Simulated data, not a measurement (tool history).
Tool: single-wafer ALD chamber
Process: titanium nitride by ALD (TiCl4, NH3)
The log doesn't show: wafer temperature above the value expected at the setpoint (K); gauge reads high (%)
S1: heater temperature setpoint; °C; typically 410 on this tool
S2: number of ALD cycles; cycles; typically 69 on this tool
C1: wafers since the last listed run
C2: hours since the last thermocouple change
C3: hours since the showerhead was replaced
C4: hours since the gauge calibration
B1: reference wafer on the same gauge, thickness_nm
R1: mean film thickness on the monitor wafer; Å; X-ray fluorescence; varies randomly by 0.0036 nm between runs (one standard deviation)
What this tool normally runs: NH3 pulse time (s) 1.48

run 1 hour=0.0 | S1=410 S2=69 NH3_pulse_time_(s)=1.18 | C1=0 C2=1772.6 C3=4148.0 C4=506.6 | B1=1.299 | R1=14.16
run 2 hour=36.2 | S1=410 S2=69 NH3_pulse_time_(s)=1.18 | C1=77 C2=1808.8 C3=4184.2 C4=542.8 | B1=1.297 | R1=14.12
run 3 hour=122.9 | S1=410 S2=69 NH3_pulse_time_(s)=1.18 | C1=186 C2=1895.5 C3=4270.9 C4=629.5 | B1=1.296 | R1=14.12
run 4 hour=193.2 | S1=410 S2=69 NH3_pulse_time_(s)=1.48 | C1=151 C2=1965.8 C3=4341.2 C4=699.8 | B1=1.293 | R1=14.28
run 5 hour=294.3 | S1=410 S2=69 NH3_pulse_time_(s)=1.48 | C1=217 C2=2066.9 C3=4442.3 C4=800.9 | B1=1.290 | R1=14.23
run 6 hour=389.4 | S1=410 S2=69 NH3_pulse_time_(s)=1.48 | C1=204 C2=2162.0 C3=4537.4 C4=896.0 | B1=1.287 | R1=14.20
-- hour=433.3 showerhead replaced
-- hour=465.5 thermocouple changed; heater temperature recalibrated
run 7 hour=491.6 | S1=410 S2=69 NH3_pulse_time_(s)=1.48 | C1=185 C2=26.1 C3=58.3 C4=998.2 | B1=1.284 | R1=14.10
run 8 hour=715.3 | S1=410 S2=79 NH3_pulse_time_(s)=1.48 | C1=481 C2=249.8 C3=282.0 C4=1221.9 | B1=1.273 | R1=16.08
-- hour=737.2 gauge calibrated
run 9 hour=789.5 | S1=421 S2=69 NH3_pulse_time_(s)=0.98 | C1=159 C2=324.0 C3=356.2 C4=52.3 | B1=1.301 | R1=14.22
run 10 hour=894.7 | S1=416 S2=69 NH3_pulse_time_(s)=1.48 | C1=226 C2=429.2 C3=461.4 C4=157.5 | B1=1.300 | R1=14.41
run 11 hour=942.8 | S1=410 S2=69 NH3_pulse_time_(s)=1.48 | C1=103 C2=477.3 C3=509.5 C4=205.6 | B1=1.298 | R1=14.30
run 12 hour=1001.6 | S1=410 S2=58 NH3_pulse_time_(s)=1.07 | C1=126 C2=536.1 C3=568.3 C4=264.4 | B1=1.300 | R1=11.89
run 13 hour=1092.3 | S1=410 S2=69 NH3_pulse_time_(s)=1.48 | C1=195 C2=626.8 C3=659.0 C4=355.1 | B1=1.299 | R1=14.30
run 14 hour=1148.4 | S1=410 S2=69 NH3_pulse_time_(s)=1.93 | C1=120 C2=682.9 C3=715.1 C4=411.2 | B1=1.297 | R1=14.44

Below are 3 alternative next runs, each starting from the tool's condition after run 14. Predict each:
run A hour=1148.9 | S1=410 S2=80 NH3_pulse_time_(s)=1.48 | C1=1 C2=683.4 C3=715.6 C4=411.7 | B1=? | R1=?
run B hour=1148.9 | S1=400 S2=69 NH3_pulse_time_(s)=1.80 | C1=1 C2=683.4 C3=715.6 C4=411.7 | B1=? | R1=?
run C hour=1148.9 | S1=410 S2=69 NH3_pulse_time_(s)=1.31 | C1=1 C2=683.4 C3=715.6 C4=411.7 | B1=? | R1=?

run=A B1=1.297 R1=16.55
run=B B1=1.297 R1=14.30
run=C B1=1.297 R1=14.20
Had the tool no hidden state, the same runs would have come out as:
run=A R1=16.59
run=B R1=14.33
run=C R1=14.23
